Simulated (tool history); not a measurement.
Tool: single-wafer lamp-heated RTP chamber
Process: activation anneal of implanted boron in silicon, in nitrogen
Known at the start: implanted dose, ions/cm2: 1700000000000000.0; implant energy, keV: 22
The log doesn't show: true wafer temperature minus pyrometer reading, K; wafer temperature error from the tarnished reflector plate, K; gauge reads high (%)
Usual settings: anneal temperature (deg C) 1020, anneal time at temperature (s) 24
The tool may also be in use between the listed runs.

run   hour  anneal temperature (deg C)  anneal time at temperature (s)  wafers since the last listed run  wafers since the last pyrometer calibration  wafers since the reflector plate was cleaned  hours since the gauge calibration  read-back reference wafer on the same gauge, sheet resistance  sheet resistance of the implanted and annealed layer (ohm/square)
  1      0                        1020                              24                                 0                                         1151                                          5822                              151.7                                                          83.47                                                              86.92
  2   12.4                        1020                              24                               229                                         1380                                          6051                              164.1                                                          83.64                                                              86.96
  3   22.4                        1020                              20                               184                                         1565                                          6236                              174.1                                                          83.49                                                              87.33
  4   57.2                        1020                              20                               643                                         2208                                          6880                              208.9                                                          83.53                                                              87.53
  5   64.1                        1020                              20                               127                                         2336                                          7007                              215.8                                                          83.38                                                              87.25
  6   72.6                        1029                              24                               157                                         2493                                          7165                              224.3                                                          83.53                                                              84.98
  7   83.8                        1020                              27                               207                                         2700                                          7372                              235.5                                                          83.53                                                              86.44
  8   95.1                        1020                              24                               208                                         2909                                          7581                              246.8                                                          83.56                                                              86.36
  9  102.1                        1020                              24                               129                                         3039                                          7710                              253.8                                                          83.44                                                               86.7
 10    119                        1020                              24                               312                                         3351                                          8023                              270.7                                                          83.46                                                              87.11
 11    128                        1034                              24                               166                                         3518                                          8189                              279.7                                                          83.49                                                              84.07
 12  134.6                        1034                              24                               122                                         3640                                          8311                              286.3                                                          83.54                                                              83.86
 13    168                        1034                              24                               617                                         4258                                          8929                              319.7                                                           83.5                                                              83.81
 14  181.9                        1045                              24                               257                                         4515                                          9186                              333.6                                                          83.54                                                              83.34
 15  199.4                        1048                              32                               323                                         4838                                          9510                              351.1                                                          83.47                                                              81.82
 16  214.2                        1020                              27                               273                                         5112                                          9784                              365.9                                                           83.5                                                              85.88
     225.1  -- reflector plate cleaned
 17  229.9                        1035                              16                               142                                         5255                                            88                              381.6                                                          83.53                                                              84.42
 18  240.3                        1020                              24                               192                                         5447                                           281                                392                                                          83.41                                                              85.48
 19  259.8                        1045                              31                               360                                         5808                                           641                              411.5                                                          83.39                                                              81.42
     263.5  -- gauge calibrated
     268.9  -- pyrometer window cleaned and pyrometer calibrated
 20  269.4                        1031                              12                                29                                            9                                           671                                5.9                                                          83.44                                                              87.07
 21  283.6                        1049                              37                               262                                          272                                           934                               20.1                                                          83.45                                                              82.49
 22    291                        1004                              17                               136                                          409                                          1070                               27.5                                                          83.43                                                              91.87
 23  300.7                        1045                              19                               179                                          588                                          1250                               37.2                                                          83.46                                                              83.66
 24  310.9                        1010                              13                               188                                          777                                          1439                               47.4                                                          83.51                                                               91.8
 25    328                        1020                              24                               316                                         1093                                          1755                               64.5                                                          83.54                                                              86.69
 26  351.9                        1020                              19                               442                                         1535                                          2197                               88.4                                                          83.49                                                              87.91
 27  368.9                        1046                              35                               314                                         1849                                          2511                              105.4                                                          83.44                                                               81.6

4 ways to go on from here, each from the tool as it stands after run 27. What would each give?
  A  369.3                        1047                              24                                 7                                         1857                                          2519                              105.8                                                              ?                                                                  ?
  B  369.3                         998                              30                                 7                                         1857                                          2519                              105.8                                                              ?                                                                  ?
  C  369.3                        1049                              31                                 7                                         1857                                          2519                              105.8                                                              ?                                                                  ?
  D  369.3                         990                              20                                 7                                         1857                                          2519                              105.8                                                              ?                                                                  ?

run  read-back reference wafer on the same gauge, sheet resistance  sheet resistance of the implanted and annealed layer (ohm/square)
  A                                                          83.51                                                              82.85
  B                                                          83.51                                                               91.2
  C                                                          83.51                                                              82.02
  D                                                          83.51                                                              95.75
Without the tool's hidden state the same runs would have given:
run  sheet resistance of the implanted and annealed layer (ohm/square)
  A                                                              83.39
  B                                                              92.53
  C                                                              82.57
  D                                                              97.64
